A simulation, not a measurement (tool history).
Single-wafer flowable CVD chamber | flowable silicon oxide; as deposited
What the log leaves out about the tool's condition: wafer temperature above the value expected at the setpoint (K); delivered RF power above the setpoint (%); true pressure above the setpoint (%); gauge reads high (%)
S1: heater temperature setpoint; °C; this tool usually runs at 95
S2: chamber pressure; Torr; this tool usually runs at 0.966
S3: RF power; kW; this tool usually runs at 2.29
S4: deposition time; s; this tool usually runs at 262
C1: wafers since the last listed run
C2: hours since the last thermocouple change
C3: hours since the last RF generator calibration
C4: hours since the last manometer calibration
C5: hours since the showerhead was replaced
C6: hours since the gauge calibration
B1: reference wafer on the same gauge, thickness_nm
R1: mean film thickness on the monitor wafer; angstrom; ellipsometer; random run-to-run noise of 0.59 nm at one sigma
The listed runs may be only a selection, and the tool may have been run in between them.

run	hour	S1	S2	S3	S4	C1	C2	C3	C4	C5	C6	B1	R1
1	0	95	0.966	2.465	262	0	1101.4	1401.8	827.9	74.8	905.9	273.83	2396.28
# hour 22.3: thermocouple changed; heater temperature recalibrated
# hour 32: RF generator calibrated
2	37.8	99	0.966	2.29	262	93	15.5	5.8	865.7	112.6	943.7	274.063	2048.36
3	63.4	95	0.966	2.55	262	109	41.1	31.4	891.3	138.2	969.3	274.082	2409.18
4	110.1	95	0.966	2.55	262	200	87.8	78.1	938	184.9	1016	273.857	2406.1
5	176.7	95	0.966	2.29	262	285	154.4	144.7	1004.6	251.5	1082.6	273.978	2356.21
6	226.1	90	0.966	2.29	213	211	203.8	194.1	1054	300.9	1132	274.089	2288.51
7	275.9	95	0.966	2.53	262	213	253.6	243.9	1103.8	350.7	1181.8	274.058	2395.35
8	326.9	88	0.751	1.94	262	218	304.6	294.9	1154.8	401.7	1232.8	273.867	2214.51
9	361.6	99	0.966	2.29	262	148	339.3	329.6	1189.5	436.4	1267.5	273.92	2053.24
# hour 364.6: gauge calibrated
10	391.9	84	0.966	2.29	235	129	369.6	359.9	1219.8	466.7	27.3	273.84	3025.82
# hour 450.9: capacitance manometer re-zeroed and calibrated
11	451.4	95	0.966	2.29	262	220	429.1	419.4	0.5	526.2	86.8	273.774	2350.35
12	484.8	95	1.178	2.29	262	143	462.5	452.8	33.9	559.6	120.2	273.936	2872.52
13	513.9	95	0.966	2.55	262	124	491.6	481.9	63	588.7	149.3	274.088	2409.09
14	565.4	95	0.966	2.29	262	220	543.1	533.4	114.5	640.2	200.8	274.023	2351.16
15	621	95	0.736	2.29	279	238	598.7	589	170.1	695.8	256.4	273.8	1906.04
16	672.8	95	0.966	2.29	262	222	650.5	640.8	221.9	747.6	308.2	274.032	2343.89
17	711.1	90	0.738	2.125	211	164	688.8	679.1	260.2	785.9	346.5	273.97	1692.56
18	758.2	103	0.755	2.29	292	201	735.9	726.2	307.3	833	393.6	273.908	1556.66
19	809	81	1.197	1.855	277	217	786.7	777	358.1	883.8	444.4	273.92	4522.49
20	869.8	95	0.966	2.29	262	260	847.5	837.8	418.9	944.6	505.2	273.937	2347.67
21	907.3	95	0.966	2.29	262	160	885	875.3	456.4	982.1	542.7	273.898	2353.16
22	954.6	104	0.875	2.29	262	202	932.3	922.6	503.7	1029.4	590	273.913	1561.41
23	1026.4	109	1.126	2.29	232	307	1004.1	994.4	575.5	1101.2	661.8	274.288	1494
24	1051.1	100	0.966	2.29	262	105	1028.8	1019.1	600.2	1125.9	686.5	273.939	1985.77
25	1085.2	95	0.966	2.29	262	146	1062.9	1053.2	634.3	1160	720.6	273.951	2364.12
26	1150.3	95	1.072	2.29	281	279	1128	1118.3	699.4	1225.1	785.7	274.008	2797.32
27	1176.8	95	0.966	2.715	262	113	1154.5	1144.8	725.9	1251.6	812.2	273.795	2430.69

What if the next run were any one of these 5? Each begins from the tool's condition after run 27:
A	1177.3	95	0.966	2.29	262	2	1155	1145.3	726.4	1252.1	812.7	?	?
B	1177.3	86	1.065	2.29	262	2	1155	1145.3	726.4	1252.1	812.7	?	?
C	1177.3	95	0.784	2.57	262	2	1155	1145.3	726.4	1252.1	812.7	?	?
D	1177.3	103	0.966	2.29	262	2	1155	1145.3	726.4	1252.1	812.7	?	?
E	1177.3	90	1.199	2.71	262	2	1155	1145.3	726.4	1252.1	812.7	?	?

run	B1	R1
A	273.977	2348.68
B	273.977	3491.6
C	273.977	1947.95
D	273.977	1777.82
E	273.977	3550.18
Without the tool's unlogged condition, the same runs would have read:
run	R1
A	2348.68
B	3491.6
C	1947.95
D	1777.82
E	3550.18

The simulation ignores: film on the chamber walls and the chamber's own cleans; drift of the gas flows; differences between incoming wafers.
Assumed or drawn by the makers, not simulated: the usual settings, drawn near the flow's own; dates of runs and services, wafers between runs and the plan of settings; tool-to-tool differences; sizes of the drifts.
